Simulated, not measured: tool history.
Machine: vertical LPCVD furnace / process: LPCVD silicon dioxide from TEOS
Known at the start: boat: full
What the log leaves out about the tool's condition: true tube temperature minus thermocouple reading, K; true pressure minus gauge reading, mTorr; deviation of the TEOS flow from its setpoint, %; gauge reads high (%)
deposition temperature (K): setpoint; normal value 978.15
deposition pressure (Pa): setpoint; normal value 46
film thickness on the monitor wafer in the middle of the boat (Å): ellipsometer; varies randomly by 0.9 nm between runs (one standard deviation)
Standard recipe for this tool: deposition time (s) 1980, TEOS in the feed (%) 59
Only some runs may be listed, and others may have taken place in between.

run    hour  deposition temperature (K)  deposition pressure (Pa)  deposition time (s)  TEOS in the feed (%)  wafers since the last listed run  hours since the last temperature calibration  hours since the pressure gauge was zeroed  hours since the TEOS flow controller was replaced  hours since the gauge calibration  read-back reference wafer on the same gauge, thickness  film thickness on the monitor wafer in the middle of the boat (Å)
  1       0                      978.15                        46                 2220                    50                                 0                                         230.5                                     3403.8                                               3343                              116.8                                                  262.15                                                             2495.4
  2    66.9                      978.15                        46                 2220                    50                               959                                         297.4                                     3470.7                                             3409.9                              183.7                                                  261.72                                                             2490.8
  3   132.3                      970.15                        46                 1980                    50                               937                                         362.8                                     3536.1                                             3475.3                              249.1                                                  261.69                                                             1839.7
  4   232.2                      970.15                        46                 1980                    50                              1432                                         462.7                                       3636                                             3575.2                                349                                                   262.4                                                             1840.7
  5   451.7                      970.15                        46                 1980                    50                              3147                                         682.2                                     3855.5                                             3794.7                              568.5                                                  262.65                                                             1840.5
  6   501.4                      978.15                        46                 1980                    59                               712                                         731.9                                     3905.2                                             3844.4                              618.2                                                   262.8                                                             2403.2
  7   583.7                      978.15                        46                 1980                    59                              1180                                         814.2                                     3987.5                                             3926.7                              700.5                                                  263.54                                                             2429.3
  8   644.4                      978.15                      48.7                 1980                    68                               870                                         874.9                                     4048.2                                             3987.4                              761.2                                                   263.8                                                               2699
  9   700.2                      978.15                        46                 1980                    59                               800                                         930.7                                       4104                                             4043.2                                817                                                  263.92                                                             2432.4
 10   793.1                      978.15                        46                 1980                    59                              1332                                        1023.6                                     4196.9                                             4136.1                              909.9                                                  264.57                                                             2423.9
      896.6  -- pressure gauge zeroed
 11   897.1                      978.15                        46                 1980                    59                              1147                                        1127.6                                        0.5                                             4240.1                             1013.9                                                  265.39                                                             2443.3
 12   962.6                      970.15                        46                 1980                    50                               939                                        1193.1                                         66                                             4305.6                             1079.4                                                  265.81                                                             1859.2
 13  1070.5                      978.15                      51.3                 2400                    59                              1547                                          1301                                      173.9                                             4413.5                             1187.3                                                  266.27                                                             3114.8
     1102.4  -- gauge calibrated
     1121.1  -- TEOS flow controller replaced
 14  1157.5                      978.15                        46                 1980                    59                               903                                          1388                                      260.9                                               36.4                               55.1                                                  262.41                                                             2411.5
 15  1215.7                      968.15                        46                 1980                    49                               834                                        1446.2                                      319.1                                               94.6                              113.3                                                   262.9                                                               1743
     1276.1  -- thermocouples replaced and temperature profile calibrated
 16  1276.6                      978.15                      41.3                 1980                    48                               529                                           0.5                                        380                                              155.5                              174.2                                                  262.21                                                             2063.1
 17  1352.8                      973.15                        46                 2730                    59                              1092                                          76.7                                      456.2                                              231.7                              250.4                                                  262.19                                                             2969.8
 18  1411.8                      978.15                        50                 1980                    68                               845                                         135.7                                      515.2                                              290.7                              309.4                                                  262.99                                                             2706.3
 19  1469.5                      978.15                        46                 1980                    59                               827                                         193.4                                      572.9                                              348.4                              367.1                                                  262.92                                                             2412.8
 20  1553.7                      974.15                        36                 1650                    59                              1207                                         277.6                                      657.1                                              432.6                              451.3                                                  263.15                                                             1618.3
 21  1646.1                      978.15                        46                 2310                    59                              1324                                           370                                      749.5                                                525                              543.7                                                  262.99                                                             2822.7
 22    1700                      978.15                      53.3                 1980                    59                               772                                         423.9                                      803.4                                              578.9                              597.6                                                  263.78                                                             2604.8

Each row is a separate what-if for the run after 22, all from the same tool condition, not one after another. Results?
  A  1705.1                      978.15                        46                 1980                    59                                73                                           429                                      808.5                                                584                              602.7                                                       ?                                                                  ?
  B  1705.1                      988.15                      51.3                 1740                    71                                73                                           429                                      808.5                                                584                              602.7                                                       ?                                                                  ?
  C  1705.1                      978.15                        46                 1980                    63                                73                                           429                                      808.5                                                584                              602.7                                                       ?                                                                  ?
  D  1705.1                      978.15                      36.7                 1980                    59                                73                                           429                                      808.5                                                584                              602.7                                                       ?                                                                  ?

run  read-back reference wafer on the same gauge, thickness  film thickness on the monitor wafer in the middle of the boat (Å)
  A                                                  263.57                                                               2419
  B                                                  263.57                                                             3093.7
  C                                                  263.57                                                             2499.6
  D                                                  263.57                                                             2159.7
The same runs, with their run-to-run variation unchanged, on a tool lacking any hidden condition would have given:
run  film thickness on the monitor wafer in the middle of the boat (Å)
  A                                                               2404
  B                                                             3074.7
  C                                                             2484.2
  D                                                             2146.3
